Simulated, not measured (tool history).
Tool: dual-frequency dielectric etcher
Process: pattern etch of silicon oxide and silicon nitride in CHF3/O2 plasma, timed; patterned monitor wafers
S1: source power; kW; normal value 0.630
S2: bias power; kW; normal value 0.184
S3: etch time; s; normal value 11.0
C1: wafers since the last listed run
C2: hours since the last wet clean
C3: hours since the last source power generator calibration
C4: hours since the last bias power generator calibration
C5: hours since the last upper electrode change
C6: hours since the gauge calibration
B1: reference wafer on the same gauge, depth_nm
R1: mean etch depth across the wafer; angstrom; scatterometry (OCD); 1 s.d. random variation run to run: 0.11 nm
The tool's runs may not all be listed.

run    hour     S1     S2    S3    C1     C2      C3      C4      C5     C6     B1     R1
  1     0.0  0.630  0.210  12.5     0  462.0  1279.1  2364.7  4224.6  386.6  17.01  210.3
       52.1  -- wet clean of the chamber
  2    57.2  0.630  0.210  12.5   634    5.1  1336.3  2421.9  4281.8  443.8  17.00  206.4
  3   162.5  0.630  0.172  11.0  2013  110.4  1441.6  2527.2  4387.1  549.1  17.02  173.4
  4   250.5  0.630  0.184  11.0  1682  198.4  1529.6  2615.2  4475.1  637.1  17.01  178.7
  5   339.4  0.630  0.184  11.0  1699  287.3  1618.5  2704.1  4564.0  726.0  17.00  176.2
  6   379.2  0.630  0.184  11.0   760  327.1  1658.3  2743.9  4603.8  765.8  17.02  179.8
  7   424.6  0.630  0.174  11.0   867  372.5  1703.7  2789.3  4649.2  811.2  17.00  177.1
  8   484.9  0.630  0.174  11.0  1152  432.8  1764.0  2849.6  4709.5  871.5  16.99  178.9
  9   536.8  0.630  0.174  11.0   992  484.7  1815.9  2901.5  4761.4  923.4  17.02  178.1
      599.9  -- wet clean of the chamber
 10   600.4  0.630  0.184  11.0   757    0.5  1879.5  2965.1  4825.0  987.0  17.01  171.0
      613.8  -- gauge calibrated
 11   663.5  0.630  0.148  11.0  1206   63.6  1942.6  3028.2  4888.1   49.7  17.01  162.0
      737.1  -- bias power generator calibrated
 12   759.2  0.630  0.184  13.0  1753  159.3  2038.3    22.1  4983.8  145.4  16.99  206.3
      824.5  -- upper electrode replaced, of another model than before
 13   825.0  0.630  0.184  14.5   799  225.1  2104.1    87.9     0.5  211.2  17.01  231.7
 14   878.4  0.630  0.184  11.0  1020  278.5  2157.5   141.3    53.9  264.6  17.01  175.5
 15   963.9  0.480  0.161  14.0  1634  364.0  2243.0   226.8   139.4  350.1  16.98  197.8
      986.3  -- source power generator calibrated
 16  1069.2  0.630  0.174  11.0  1936  469.3    82.9   332.1   244.7  455.4  16.97  174.5
 17  1144.1  0.630  0.206  11.0  1431  544.2   157.8   407.0   319.6  530.3  16.99  190.9

The next listed run, before its measurement:
     1171.4  -- wet clean of the chamber
 18  1234.2  0.500  0.149  11.0  1263  62.8  247.9  497.1  409.7  620.4   ?   ?

{"run 18": {"B1": 16.99, "R1": 146.5}}
Take away the tool's hidden state, keep the run-to-run variation as it was, and the same run would have given R1 146.4 angstrom.
